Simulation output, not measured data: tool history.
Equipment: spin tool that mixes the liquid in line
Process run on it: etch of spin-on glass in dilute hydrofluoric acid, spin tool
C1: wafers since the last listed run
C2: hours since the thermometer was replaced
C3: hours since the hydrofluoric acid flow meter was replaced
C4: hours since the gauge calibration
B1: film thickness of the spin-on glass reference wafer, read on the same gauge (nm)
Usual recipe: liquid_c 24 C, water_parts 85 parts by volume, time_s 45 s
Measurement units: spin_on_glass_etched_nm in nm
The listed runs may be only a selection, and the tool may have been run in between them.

run 1 hour=0 | liquid_c=24 water_parts=85 time_s=25 | C1=0 C2=531.9 C3=861.5 C4=46.5 | B1=129.99 | spin_on_glass_etched_nm=12.68
run 2 hour=11.8 | liquid_c=24 water_parts=85 time_s=25 | C1=209 C2=543.7 C3=873.3 C4=58.3 | B1=129.99 | spin_on_glass_etched_nm=12.57
run 3 hour=19.4 | liquid_c=24 water_parts=85 time_s=45 | C1=134 C2=551.3 C3=880.9 C4=65.9 | B1=129.93 | spin_on_glass_etched_nm=22.68
run 4 hour=31.6 | liquid_c=24 water_parts=85 time_s=45 | C1=216 C2=563.5 C3=893.1 C4=78.1 | B1=130.02 | spin_on_glass_etched_nm=22.8
run 5 hour=40.1 | liquid_c=24 water_parts=85 time_s=45 | C1=150 C2=572 C3=901.6 C4=86.6 | B1=129.99 | spin_on_glass_etched_nm=22.85
run 6 hour=54.4 | liquid_c=24 water_parts=65 time_s=45 | C1=253 C2=586.3 C3=915.9 C4=100.9 | B1=130.05 | spin_on_glass_etched_nm=30.71
run 7 hour=67.2 | liquid_c=24 water_parts=85 time_s=50 | C1=227 C2=599.1 C3=928.7 C4=113.7 | B1=129.96 | spin_on_glass_etched_nm=25.4
run 8 hour=74.5 | liquid_c=24 water_parts=85 time_s=50 | C1=129 C2=606.4 C3=936 C4=121 | B1=129.94 | spin_on_glass_etched_nm=25.33
run 9 hour=90.2 | liquid_c=24 water_parts=85 time_s=45 | C1=278 C2=622.1 C3=951.7 C4=136.7 | B1=130.03 | spin_on_glass_etched_nm=22.79
run 10 hour=106.9 | liquid_c=24 water_parts=85 time_s=45 | C1=296 C2=638.8 C3=968.4 C4=153.4 | B1=130.01 | spin_on_glass_etched_nm=22.97
-- hour=115.1 thermometer replaced
-- hour=119 hydrofluoric acid flow meter replaced
run 11 hour=122.1 | liquid_c=24 water_parts=85 time_s=45 | C1=234 C2=7 C3=3.1 C4=168.6 | B1=129.98 | spin_on_glass_etched_nm=21.34
run 12 hour=155.2 | liquid_c=24 water_parts=55 time_s=45 | C1=587 C2=40.1 C3=36.2 C4=201.7 | B1=130.02 | spin_on_glass_etched_nm=34.57
run 13 hour=172.8 | liquid_c=19.5 water_parts=70 time_s=70 | C1=312 C2=57.7 C3=53.8 C4=219.3 | B1=130.01 | spin_on_glass_etched_nm=34.14
run 14 hour=189 | liquid_c=26.5 water_parts=95 time_s=45 | C1=287 C2=73.9 C3=70 C4=235.5 | B1=129.96 | spin_on_glass_etched_nm=20.88
run 15 hour=236 | liquid_c=24 water_parts=85 time_s=45 | C1=834 C2=120.9 C3=117 C4=282.5 | B1=130 | spin_on_glass_etched_nm=21.67
run 16 hour=243.5 | liquid_c=22.5 water_parts=115 time_s=65 | C1=133 C2=128.4 C3=124.5 C4=290 | B1=130.01 | spin_on_glass_etched_nm=20.98
-- hour=261 gauge calibrated
run 17 hour=267.9 | liquid_c=24 water_parts=75 time_s=45 | C1=433 C2=152.8 C3=148.9 C4=6.9 | B1=129.98 | spin_on_glass_etched_nm=24.81
run 18 hour=282.9 | liquid_c=26.5 water_parts=85 time_s=45 | C1=266 C2=167.8 C3=163.9 C4=21.9 | B1=130.01 | spin_on_glass_etched_nm=23.87
run 19 hour=296.3 | liquid_c=24 water_parts=50 time_s=45 | C1=237 C2=181.2 C3=177.3 C4=35.3 | B1=129.97 | spin_on_glass_etched_nm=38.77
run 20 hour=302.4 | liquid_c=24 water_parts=85 time_s=45 | C1=108 C2=187.3 C3=183.4 C4=41.4 | B1=130.03 | spin_on_glass_etched_nm=21.6
run 21 hour=319.7 | liquid_c=25.5 water_parts=50 time_s=45 | C1=307 C2=204.6 C3=200.7 C4=58.7 | B1=130.03 | spin_on_glass_etched_nm=40.96
run 22 hour=335.4 | liquid_c=28.5 water_parts=55 time_s=65 | C1=278 C2=220.3 C3=216.4 C4=74.4 | B1=130 | spin_on_glass_etched_nm=60.39
run 23 hour=348.4 | liquid_c=24 water_parts=85 time_s=45 | C1=230 C2=233.3 C3=229.4 C4=87.4 | B1=130.03 | spin_on_glass_etched_nm=21.7
run 24 hour=361.1 | liquid_c=24 water_parts=85 time_s=45 | C1=225 C2=246 C3=242.1 C4=100.1 | B1=130.04 | spin_on_glass_etched_nm=21.68
run 25 hour=376.2 | liquid_c=26 water_parts=85 time_s=30 | C1=268 C2=261.1 C3=257.2 C4=115.2 | B1=130.05 | spin_on_glass_etched_nm=15.78
run 26 hour=382.6 | liquid_c=24 water_parts=70 time_s=45 | C1=113 C2=267.5 C3=263.6 C4=121.6 | B1=130.01 | spin_on_glass_etched_nm=27.18
run 27 hour=393.4 | liquid_c=27.5 water_parts=85 time_s=55 | C1=191 C2=278.3 C3=274.4 C4=132.4 | B1=129.99 | spin_on_glass_etched_nm=30.53
run 28 hour=402 | liquid_c=24 water_parts=65 time_s=45 | C1=152 C2=286.9 C3=283 C4=141 | B1=130.03 | spin_on_glass_etched_nm=29.1
run 29 hour=408.1 | liquid_c=24 water_parts=85 time_s=60 | C1=108 C2=293 C3=289.1 C4=147.1 | B1=129.99 | spin_on_glass_etched_nm=29.05
run 30 hour=415.6 | liquid_c=24 water_parts=85 time_s=20 | C1=133 C2=300.5 C3=296.6 C4=154.6 | B1=129.95 | spin_on_glass_etched_nm=9.74

Run 31 comes next. What will it give?
run 31 hour=430.2 | liquid_c=27 water_parts=85 time_s=45 | C1=259 C2=315.1 C3=311.2 C4=169.2 | B1=? | spin_on_glass_etched_nm=?

B1: 129.96
spin_on_glass_etched_nm: 24.57 nm
With the hidden condition absent and the run-to-run variation left alone, this run would have shown spin_on_glass_etched_nm 24.06 nm.
